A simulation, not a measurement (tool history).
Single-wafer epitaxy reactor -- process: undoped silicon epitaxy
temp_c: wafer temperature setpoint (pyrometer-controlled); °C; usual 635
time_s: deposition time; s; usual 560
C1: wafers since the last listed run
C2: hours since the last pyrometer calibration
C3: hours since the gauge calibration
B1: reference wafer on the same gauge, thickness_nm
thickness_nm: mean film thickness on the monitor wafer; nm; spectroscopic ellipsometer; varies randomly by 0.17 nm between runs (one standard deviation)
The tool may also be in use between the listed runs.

run 1 hour=0 | temp_c=635 time_s=640 | C1=0 C2=605.7 C3=591.8 | B1=65.21 | thickness_nm=77.013
run 2 hour=27.9 | temp_c=635 time_s=560 | C1=65 C2=633.6 C3=619.7 | B1=65.205 | thickness_nm=67.233
run 3 hour=58.5 | temp_c=635 time_s=560 | C1=72 C2=664.2 C3=650.3 | B1=65.219 | thickness_nm=67.183
run 4 hour=75.4 | temp_c=635 time_s=560 | C1=39 C2=681.1 C3=667.2 | B1=65.202 | thickness_nm=66.893
run 5 hour=107.9 | temp_c=635 time_s=560 | C1=76 C2=713.6 C3=699.7 | B1=65.119 | thickness_nm=67.522
run 6 hour=136.2 | temp_c=642 time_s=560 | C1=66 C2=741.9 C3=728 | B1=65.154 | thickness_nm=78.819
run 7 hour=160.7 | temp_c=642 time_s=560 | C1=57 C2=766.4 C3=752.5 | B1=65.199 | thickness_nm=78.392
run 8 hour=191.4 | temp_c=635 time_s=560 | C1=72 C2=797.1 C3=783.2 | B1=65.173 | thickness_nm=66.736
run 9 hour=216 | temp_c=635 time_s=560 | C1=58 C2=821.7 C3=807.8 | B1=65.21 | thickness_nm=67.035
run 10 hour=245.2 | temp_c=635 time_s=560 | C1=68 C2=850.9 C3=837 | B1=65.209 | thickness_nm=66.761
run 11 hour=277.7 | temp_c=645 time_s=560 | C1=76 C2=883.4 C3=869.5 | B1=65.16 | thickness_nm=83.879
run 12 hour=301.5 | temp_c=645 time_s=560 | C1=56 C2=907.2 C3=893.3 | B1=65.225 | thickness_nm=83.586
-- hour=334.9 pyrometer calibrated
run 13 hour=335.4 | temp_c=635 time_s=560 | C1=61 C2=0.5 C3=927.2 | B1=65.238 | thickness_nm=68.19
run 14 hour=357.4 | temp_c=635 time_s=560 | C1=51 C2=22.5 C3=949.2 | B1=65.194 | thickness_nm=68.393
run 15 hour=370.6 | temp_c=635 time_s=560 | C1=31 C2=35.7 C3=962.4 | B1=65.259 | thickness_nm=68.205
run 16 hour=397.7 | temp_c=635 time_s=607 | C1=63 C2=62.8 C3=989.5 | B1=65.244 | thickness_nm=73.686
run 17 hour=425.6 | temp_c=635 time_s=607 | C1=65 C2=90.7 C3=1017.4 | B1=65.177 | thickness_nm=73.64
run 18 hour=441.4 | temp_c=635 time_s=607 | C1=37 C2=106.5 C3=1033.2 | B1=65.247 | thickness_nm=73.48
run 19 hour=461.4 | temp_c=635 time_s=560 | C1=47 C2=126.5 C3=1053.2 | B1=65.169 | thickness_nm=67.875
run 20 hour=492.6 | temp_c=635 time_s=560 | C1=73 C2=157.7 C3=1084.4 | B1=65.171 | thickness_nm=67.969
run 21 hour=508.7 | temp_c=635 time_s=560 | C1=38 C2=173.8 C3=1100.5 | B1=65.191 | thickness_nm=68.153
run 22 hour=542.7 | temp_c=635 time_s=560 | C1=80 C2=207.8 C3=1134.5 | B1=65.209 | thickness_nm=68.101
run 23 hour=572.8 | temp_c=635 time_s=560 | C1=71 C2=237.9 C3=1164.6 | B1=65.266 | thickness_nm=68.035
run 24 hour=600.4 | temp_c=643 time_s=635 | C1=65 C2=265.5 C3=1192.2 | B1=65.256 | thickness_nm=92.883
run 25 hour=634.6 | temp_c=628 time_s=657 | C1=80 C2=299.7 C3=1226.4 | B1=65.217 | thickness_nm=67.479
-- hour=640.9 gauge calibrated
run 26 hour=652.7 | temp_c=624 time_s=623 | C1=42 C2=317.8 C3=11.8 | B1=65.135 | thickness_nm=58.235
run 27 hour=685.4 | temp_c=629 time_s=560 | C1=77 C2=350.5 C3=44.5 | B1=65.203 | thickness_nm=58.953
run 28 hour=708 | temp_c=635 time_s=603 | C1=53 C2=373.1 C3=67.1 | B1=65.221 | thickness_nm=72.756
run 29 hour=740.6 | temp_c=627 time_s=663 | C1=76 C2=405.7 C3=99.7 | B1=65.212 | thickness_nm=66.675
run 30 hour=845.9 | temp_c=635 time_s=560 | C1=248 C2=511 C3=205 | B1=65.257 | thickness_nm=67.597
run 31 hour=867.4 | temp_c=635 time_s=455 | C1=50 C2=532.5 C3=226.5 | B1=65.234 | thickness_nm=54.774
run 32 hour=880.9 | temp_c=631 time_s=654 | C1=31 C2=546 C3=240 | B1=65.256 | thickness_nm=71.348
run 33 hour=910.6 | temp_c=640 time_s=632 | C1=70 C2=575.7 C3=269.7 | B1=65.16 | thickness_nm=85.199
run 34 hour=944.1 | temp_c=645 time_s=560 | C1=79 C2=609.2 C3=303.2 | B1=65.218 | thickness_nm=85.035
run 35 hour=962.1 | temp_c=649 time_s=526 | C1=42 C2=627.2 C3=321.2 | B1=65.191 | thickness_nm=87.135
run 36 hour=996.9 | temp_c=624 time_s=492 | C1=82 C2=662 C3=356 | B1=65.224 | thickness_nm=45.656
run 37 hour=1020.3 | temp_c=623 time_s=560 | C1=55 C2=685.4 C3=379.4 | B1=65.207 | thickness_nm=50.747
run 38 hour=1105.9 | temp_c=641 time_s=506 | C1=202 C2=771 C3=465 | B1=65.201 | thickness_nm=69.697
run 39 hour=1121 | temp_c=645 time_s=560 | C1=35 C2=786.1 C3=480.1 | B1=65.255 | thickness_nm=84.207
run 40 hour=1135.3 | temp_c=629 time_s=456 | C1=33 C2=800.4 C3=494.4 | B1=65.211 | thickness_nm=47.269
run 41 hour=1168.3 | temp_c=646 time_s=627 | C1=77 C2=833.4 C3=527.4 | B1=65.191 | thickness_nm=96.532
run 42 hour=1190.8 | temp_c=624 time_s=659 | C1=53 C2=855.9 C3=549.9 | B1=65.169 | thickness_nm=60.679
run 43 hour=1224.1 | temp_c=643 time_s=602 | C1=78 C2=889.2 C3=583.2 | B1=65.208 | thickness_nm=86.229
-- hour=1242.1 pyrometer calibrated
run 44 hour=1244.5 | temp_c=635 time_s=626 | C1=29 C2=2.4 C3=603.6 | B1=65.201 | thickness_nm=75.897
run 45 hour=1272.9 | temp_c=635 time_s=588 | C1=67 C2=30.8 C3=632 | B1=65.229 | thickness_nm=71.736
run 46 hour=1300.1 | temp_c=635 time_s=560 | C1=64 C2=58 C3=659.2 | B1=65.194 | thickness_nm=67.744

What if the next run were any one of these 5? Each begins from the tool's condition after run 46:
run A hour=1300.7 | temp_c=630 time_s=560 | C1=1 C2=58.6 C3=659.8 | B1=? | thickness_nm=?
run B hour=1300.7 | temp_c=626 time_s=632 | C1=1 C2=58.6 C3=659.8 | B1=? | thickness_nm=?
run C hour=1300.7 | temp_c=625 time_s=480 | C1=1 C2=58.6 C3=659.8 | B1=? | thickness_nm=?
run D hour=1300.7 | temp_c=629 time_s=524 | C1=1 C2=58.6 C3=659.8 | B1=? | thickness_nm=?
run E hour=1300.7 | temp_c=641 time_s=633 | C1=1 C2=58.6 C3=659.8 | B1=? | thickness_nm=?

run=A B1=65.215 thickness_nm=60.626
run=B B1=65.215 thickness_nm=62.258
run=C B1=65.215 thickness_nm=46.175
run=D B1=65.215 thickness_nm=55.41
run=E B1=65.215 thickness_nm=88.451
With the hidden condition removed and each run's random variation left untouched, the same runs would have given:
run=A thickness_nm=60.465
run=B thickness_nm=62.091
run=C thickness_nm=46.051
run=D thickness_nm=55.263
run=E thickness_nm=88.222
